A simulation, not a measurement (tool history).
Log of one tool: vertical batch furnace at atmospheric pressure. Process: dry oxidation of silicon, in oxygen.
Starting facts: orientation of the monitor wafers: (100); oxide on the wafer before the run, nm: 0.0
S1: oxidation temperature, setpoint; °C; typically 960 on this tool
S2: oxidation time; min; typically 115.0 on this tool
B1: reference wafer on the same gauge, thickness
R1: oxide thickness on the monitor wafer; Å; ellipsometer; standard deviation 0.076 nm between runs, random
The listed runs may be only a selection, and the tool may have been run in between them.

run 1 hour=0.0 | S1=960 S2=115.0 | B1=44.80 | R1=508.8
run 2 hour=8.7 | S1=947 S2=115.0 | B1=44.82 | R1=448.3
run 3 hour=33.5 | S1=960 S2=97.5 | B1=44.80 | R1=454.2
run 4 hour=46.2 | S1=960 S2=115.0 | B1=44.81 | R1=508.5
run 5 hour=58.9 | S1=970 S2=99.5 | B1=44.85 | R1=498.0
-- hour=84.9 boat lift adjusted
run 6 hour=85.4 | S1=960 S2=115.0 | B1=44.85 | R1=509.4
run 7 hour=90.6 | S1=960 S2=115.0 | B1=44.81 | R1=507.4
run 8 hour=97.8 | S1=960 S2=115.0 | B1=44.80 | R1=507.7
run 9 hour=106.4 | S1=960 S2=115.0 | B1=44.81 | R1=508.0
run 10 hour=119.6 | S1=941 S2=115.0 | B1=44.81 | R1=419.7
-- hour=145.6 thermocouples replaced and temperature profile calibrated
-- hour=148.3 gauge calibrated
run 11 hour=148.9 | S1=946 S2=115.0 | B1=44.82 | R1=442.9
run 12 hour=161.0 | S1=985 S2=134.0 | B1=44.82 | R1=690.5
run 13 hour=180.0 | S1=951 S2=131.5 | B1=44.80 | R1=514.4
run 14 hour=192.3 | S1=967 S2=115.0 | B1=44.78 | R1=539.1
run 15 hour=210.0 | S1=960 S2=115.0 | B1=44.77 | R1=510.1
run 16 hour=220.3 | S1=970 S2=99.5 | B1=44.78 | R1=497.1
run 17 hour=236.9 | S1=960 S2=115.0 | B1=44.82 | R1=508.8
run 18 hour=257.2 | S1=947 S2=164.0 | B1=44.79 | R1=579.4

Predict each of these 5 candidate next runs independently; none follows another, all start after run 18:
run A hour=262.5 | S1=960 S2=115.0 | B1=? | R1=?
run B hour=262.5 | S1=975 S2=162.5 | B1=? | R1=?
run C hour=262.5 | S1=967 S2=162.5 | B1=? | R1=?
run D hour=262.5 | S1=984 S2=137.0 | B1=? | R1=?
run E hour=262.5 | S1=978 S2=61.0 | B1=? | R1=?

run=A B1=44.80 R1=508.7
run=B B1=44.80 R1=731.2
run=C B1=44.80 R1=688.8
run=D B1=44.80 R1=696.0
run=E B1=44.80 R1=380.0
With the hidden condition removed and each run's random variation left untouched, the same runs would have given:
run=A R1=508.7
run=B R1=731.2
run=C R1=688.8
run=D R1=696.0
run=E R1=380.0
